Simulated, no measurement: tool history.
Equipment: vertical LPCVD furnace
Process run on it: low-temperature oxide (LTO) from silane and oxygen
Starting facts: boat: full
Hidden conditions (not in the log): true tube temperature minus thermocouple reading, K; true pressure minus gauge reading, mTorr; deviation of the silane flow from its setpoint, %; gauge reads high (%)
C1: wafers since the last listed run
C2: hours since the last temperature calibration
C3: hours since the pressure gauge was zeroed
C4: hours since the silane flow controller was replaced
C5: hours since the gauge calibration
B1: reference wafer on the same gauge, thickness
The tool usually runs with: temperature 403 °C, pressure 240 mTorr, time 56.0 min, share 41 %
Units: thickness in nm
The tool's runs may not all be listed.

{"run": 1, "hour": 0.0, "temperature": 403, "pressure": 240, "time": 73.5, "share": 41, "C1": 0, "C2": 2184.3, "C3": 4345.7, "C4": 2432.8, "C5": 567.0, "B1": 629.82, "thickness": 814.7}
{"run": 2, "hour": 12.9, "temperature": 403, "pressure": 240, "time": 73.5, "share": 41, "C1": 266, "C2": 2197.2, "C3": 4358.6, "C4": 2445.7, "C5": 579.9, "B1": 628.93, "thickness": 813.86}
{"run": 3, "hour": 79.2, "temperature": 403, "pressure": 210, "time": 56.0, "share": 41, "C1": 1369, "C2": 2263.5, "C3": 4424.9, "C4": 2512.0, "C5": 646.2, "B1": 625.92, "thickness": 536.41}
{"run": 4, "hour": 92.7, "temperature": 403, "pressure": 210, "time": 56.0, "share": 41, "C1": 278, "C2": 2277.0, "C3": 4438.4, "C4": 2525.5, "C5": 659.7, "B1": 625.15, "thickness": 536.18}
{"hour": 120.5, "done": "silane flow controller replaced"}
{"run": 5, "hour": 121.0, "temperature": 403, "pressure": 210, "time": 56.0, "share": 41, "C1": 88, "C2": 2305.3, "C3": 4466.7, "C4": 0.5, "C5": 688.0, "B1": 623.69, "thickness": 535.54}
{"hour": 126.2, "done": "gauge calibrated"}
{"run": 6, "hour": 134.2, "temperature": 406, "pressure": 275, "time": 56.0, "share": 41, "C1": 272, "C2": 2318.5, "C3": 4479.9, "C4": 13.7, "C5": 8.0, "B1": 646.28, "thickness": 747.62}
{"run": 7, "hour": 148.1, "temperature": 406, "pressure": 275, "time": 56.0, "share": 41, "C1": 287, "C2": 2332.4, "C3": 4493.8, "C4": 27.6, "C5": 21.9, "B1": 645.82, "thickness": 751.21}
{"run": 8, "hour": 170.7, "temperature": 406, "pressure": 275, "time": 56.0, "share": 41, "C1": 466, "C2": 2355.0, "C3": 4516.4, "C4": 50.2, "C5": 44.5, "B1": 646.28, "thickness": 751.18}
{"run": 9, "hour": 200.2, "temperature": 403, "pressure": 240, "time": 56.0, "share": 45, "C1": 609, "C2": 2384.5, "C3": 4545.9, "C4": 79.7, "C5": 74.0, "B1": 645.79, "thickness": 700.62}
{"run": 10, "hour": 226.0, "temperature": 392, "pressure": 280, "time": 70.5, "share": 46, "C1": 532, "C2": 2410.3, "C3": 4571.7, "C4": 105.5, "C5": 99.8, "B1": 645.41, "thickness": 935.15}
{"run": 11, "hour": 276.4, "temperature": 403, "pressure": 240, "time": 56.0, "share": 41, "C1": 1040, "C2": 2460.7, "C3": 4622.1, "C4": 155.9, "C5": 150.2, "B1": 645.38, "thickness": 633.34}
{"run": 12, "hour": 300.5, "temperature": 403, "pressure": 240, "time": 56.0, "share": 41, "C1": 497, "C2": 2484.8, "C3": 4646.2, "C4": 180.0, "C5": 174.3, "B1": 644.8, "thickness": 634.9}
{"run": 13, "hour": 317.6, "temperature": 403, "pressure": 240, "time": 43.5, "share": 48, "C1": 353, "C2": 2501.9, "C3": 4663.3, "C4": 197.1, "C5": 191.4, "B1": 644.46, "thickness": 577.21}
{"run": 14, "hour": 330.7, "temperature": 403, "pressure": 200, "time": 56.0, "share": 41, "C1": 270, "C2": 2515.0, "C3": 4676.4, "C4": 210.2, "C5": 204.5, "B1": 644.44, "thickness": 526.99}
{"run": 15, "hour": 344.5, "temperature": 403, "pressure": 240, "time": 56.0, "share": 41, "C1": 284, "C2": 2528.8, "C3": 4690.2, "C4": 224.0, "C5": 218.3, "B1": 644.28, "thickness": 632.38}
{"run": 16, "hour": 368.7, "temperature": 403, "pressure": 240, "time": 40.5, "share": 41, "C1": 499, "C2": 2553.0, "C3": 4714.4, "C4": 248.2, "C5": 242.5, "B1": 643.74, "thickness": 458.57}
{"hour": 397.1, "done": "pressure gauge zeroed"}
{"run": 17, "hour": 397.6, "temperature": 403, "pressure": 240, "time": 34.0, "share": 41, "C1": 101, "C2": 2581.9, "C3": 0.5, "C4": 277.1, "C5": 271.4, "B1": 642.85, "thickness": 381.5}
{"hour": 477.7, "done": "thermocouples replaced and temperature profile calibrated"}
{"run": 18, "hour": 489.8, "temperature": 403, "pressure": 240, "time": 56.0, "share": 41, "C1": 1408, "C2": 12.1, "C3": 92.7, "C4": 369.3, "C5": 363.6, "B1": 640.57, "thickness": 630.51}
{"run": 19, "hour": 507.3, "temperature": 393, "pressure": 300, "time": 48.0, "share": 47, "C1": 361, "C2": 29.6, "C3": 110.2, "C4": 386.8, "C5": 381.1, "B1": 640.21, "thickness": 699.49}
{"run": 20, "hour": 523.8, "temperature": 398, "pressure": 240, "time": 56.0, "share": 41, "C1": 340, "C2": 46.1, "C3": 126.7, "C4": 403.3, "C5": 397.6, "B1": 639.93, "thickness": 592.46}
{"run": 21, "hour": 545.1, "temperature": 403, "pressure": 220, "time": 50.5, "share": 33, "C1": 439, "C2": 67.4, "C3": 148.0, "C4": 424.6, "C5": 418.9, "B1": 638.93, "thickness": 392.27}
{"run": 22, "hour": 567.5, "temperature": 403, "pressure": 270, "time": 56.0, "share": 41, "C1": 462, "C2": 89.8, "C3": 170.4, "C4": 447.0, "C5": 441.3, "B1": 638.42, "thickness": 704.77}
{"run": 23, "hour": 588.6, "temperature": 403, "pressure": 240, "time": 56.0, "share": 41, "C1": 435, "C2": 110.9, "C3": 191.5, "C4": 468.1, "C5": 462.4, "B1": 637.93, "thickness": 628.42}
{"run": 24, "hour": 612.0, "temperature": 403, "pressure": 240, "time": 56.0, "share": 41, "C1": 483, "C2": 134.3, "C3": 214.9, "C4": 491.5, "C5": 485.8, "B1": 636.63, "thickness": 623.72}
{"run": 25, "hour": 629.4, "temperature": 396, "pressure": 240, "time": 45.5, "share": 37, "C1": 359, "C2": 151.7, "C3": 232.3, "C4": 508.9, "C5": 503.2, "B1": 635.95, "thickness": 413.93}
{"run": 26, "hour": 656.9, "temperature": 403, "pressure": 240, "time": 73.0, "share": 38, "C1": 567, "C2": 179.2, "C3": 259.8, "C4": 536.4, "C5": 530.7, "B1": 634.71, "thickness": 739.8}
{"run": 27, "hour": 684.5, "temperature": 403, "pressure": 210, "time": 56.0, "share": 41, "C1": 569, "C2": 206.8, "C3": 287.4, "C4": 564.0, "C5": 558.3, "B1": 633.64, "thickness": 544.23}
{"run": 28, "hour": 704.4, "temperature": 403, "pressure": 240, "time": 56.0, "share": 33, "C1": 410, "C2": 226.7, "C3": 307.3, "C4": 583.9, "C5": 578.2, "B1": 632.35, "thickness": 471.77}
{"run": 29, "hour": 724.0, "temperature": 403, "pressure": 240, "time": 56.0, "share": 41, "C1": 404, "C2": 246.3, "C3": 326.9, "C4": 603.5, "C5": 597.8, "B1": 632.08, "thickness": 621.96}
{"run": 30, "hour": 754.5, "temperature": 403, "pressure": 180, "time": 56.0, "share": 48, "C1": 629, "C2": 276.8, "C3": 357.4, "C4": 634.0, "C5": 628.3, "B1": 630.43, "thickness": 546.71}

Measured minus without-hidden-state, run by run (identical run-to-run variation in each term; gauge scatter may differ):
run=1 thickness=-19.74
run=2 thickness=-20.49
run=3 thickness=-16.32
run=4 thickness=-16.94
run=5 thickness=-18.25
run=6 thickness=+1.13
run=7 thickness=+1.12
run=8 thickness=+1.05
run=9 thickness=+0.82
run=10 thickness=+0.84
run=11 thickness=+0.09
run=12 thickness=-0.22
run=13 thickness=-0.42
run=14 thickness=-0.55
run=15 thickness=-0.88
run=16 thickness=-0.96
run=17 thickness=-1.14
run=18 thickness=-4.18
run=19 thickness=-5.20
run=20 thickness=-4.87
run=21 thickness=-3.66
run=22 thickness=-7.41
run=23 thickness=-7.36
run=24 thickness=-8.17
run=25 thickness=-5.87
run=26 thickness=-11.82
run=27 thickness=-9.73
run=28 thickness=-9.11
run=29 thickness=-12.93
run=30 thickness=-12.67
